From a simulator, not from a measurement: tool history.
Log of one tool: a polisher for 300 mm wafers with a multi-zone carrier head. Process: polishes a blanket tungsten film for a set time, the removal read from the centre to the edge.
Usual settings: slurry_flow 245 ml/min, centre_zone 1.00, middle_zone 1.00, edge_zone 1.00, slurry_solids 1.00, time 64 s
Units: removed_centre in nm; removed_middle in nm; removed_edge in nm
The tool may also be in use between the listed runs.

run	hour	slurry_flow	centre_zone	middle_zone	edge_zone	slurry_solids	time	incoming thickness of the incoming film, nm	removed_centre	removed_middle	removed_edge
1	0.0	245	1.00	1.00	1.00	1.00	64	1013.4	411.1	385.9	388.2
2	83.7	245	1.00	1.00	1.00	1.00	64	1027.4	395.8	374.8	383.7
# hour 113.8: slurry nozzle cleaned
3	171.0	245	1.00	1.00	0.91	1.00	64	1030.2	404.5	369.0	356.0
# hour 222.7: centre zone pressure recalibrated
4	253.2	245	1.00	1.00	1.00	1.00	64	1032.1	364.6	359.1	355.6
# hour 269.6: edge zone pressure recalibrated
# hour 301.2: worn pad replaced by a new one
5	301.7	245	1.00	1.00	1.00	1.00	64	1017.8	397.4	391.0	397.3
6	362.6	245	1.00	1.00	1.00	1.00	64	1006.0	397.9	384.9	387.2
7	455.6	245	1.00	1.00	1.00	1.00	64	1004.9	393.7	374.0	372.9
8	552.2	245	1.00	1.09	1.00	1.00	64	1006.8	380.6	379.1	363.0
# hour 596.2: slurry nozzle cleaned
9	641.1	245	1.12	1.00	1.00	1.00	64	1030.2	405.0	344.6	356.2
# hour 649.5: worn pad replaced by a new one
10	748.4	245	1.00	1.00	1.00	1.00	64	1013.2	426.4	386.1	388.5
# hour 769.1: centre zone pressure recalibrated
11	793.2	245	1.00	1.10	1.00	0.80	64	1024.9	377.3	394.9	364.7
# hour 854.0: carrier head's membrane replaced by a new one
12	889.2	245	1.00	1.00	1.00	1.20	64	998.9	402.5	381.6	393.5
13	929.1	170	1.05	1.00	0.95	0.75	64	1026.7	339.5	320.5	323.3
14	1005.4	245	1.00	1.00	1.00	1.00	80	1041.7	467.2	453.4	448.5
# hour 1008.6: edge zone pressure recalibrated
# hour 1012.3: worn pad replaced by a new one
15	1053.1	245	1.00	1.00	1.00	1.00	64	1034.7	403.3	382.4	392.7
# hour 1139.5: slurry nozzle cleaned
16	1141.8	245	0.93	1.00	1.00	0.75	64	1021.9	354.3	350.9	355.2
17	1185.3	245	1.00	1.00	1.04	1.00	64	1018.6	387.2	369.2	378.3
18	1230.8	245	1.00	1.00	1.00	1.00	64	1000.1	383.5	360.8	361.9
19	1285.2	245	1.00	1.00	1.00	1.00	73	1016.7	434.3	410.9	413.6
# hour 1306.8: centre zone pressure recalibrated
# hour 1348.3: worn pad replaced by a new one
20	1358.8	245	1.00	1.00	1.00	1.00	64	1021.2	411.4	394.2	393.5
21	1461.0	160	0.96	1.00	1.00	1.00	53	1004.3	301.2	298.5	300.8

4 ways to go on from here, each from the tool as it stands after run 21. What would each give?
A	1461.4	245	1.00	1.00	1.00	1.00	64	1004.3	?	?	?
B	1461.4	245	1.00	1.00	0.88	1.00	64	1004.3	?	?	?
C	1461.4	330	1.00	1.00	1.00	1.00	64	1004.3	?	?	?
D	1461.4	245	1.12	1.00	1.00	1.00	50	1004.3	?	?	?

run	removed_centre	removed_middle	removed_edge
A	390.3	386.4	382.9
B	390.3	386.5	360.7
C	403.4	398.1	391.7
D	329.7	301.7	299.2
Without the tool's hidden state the same runs would have given:
run	removed_centre	removed_middle	removed_edge
A	402.1	405.4	401.7
B	402.1	405.4	378.4
C	415.7	417.6	410.9
D	339.7	316.5	313.8

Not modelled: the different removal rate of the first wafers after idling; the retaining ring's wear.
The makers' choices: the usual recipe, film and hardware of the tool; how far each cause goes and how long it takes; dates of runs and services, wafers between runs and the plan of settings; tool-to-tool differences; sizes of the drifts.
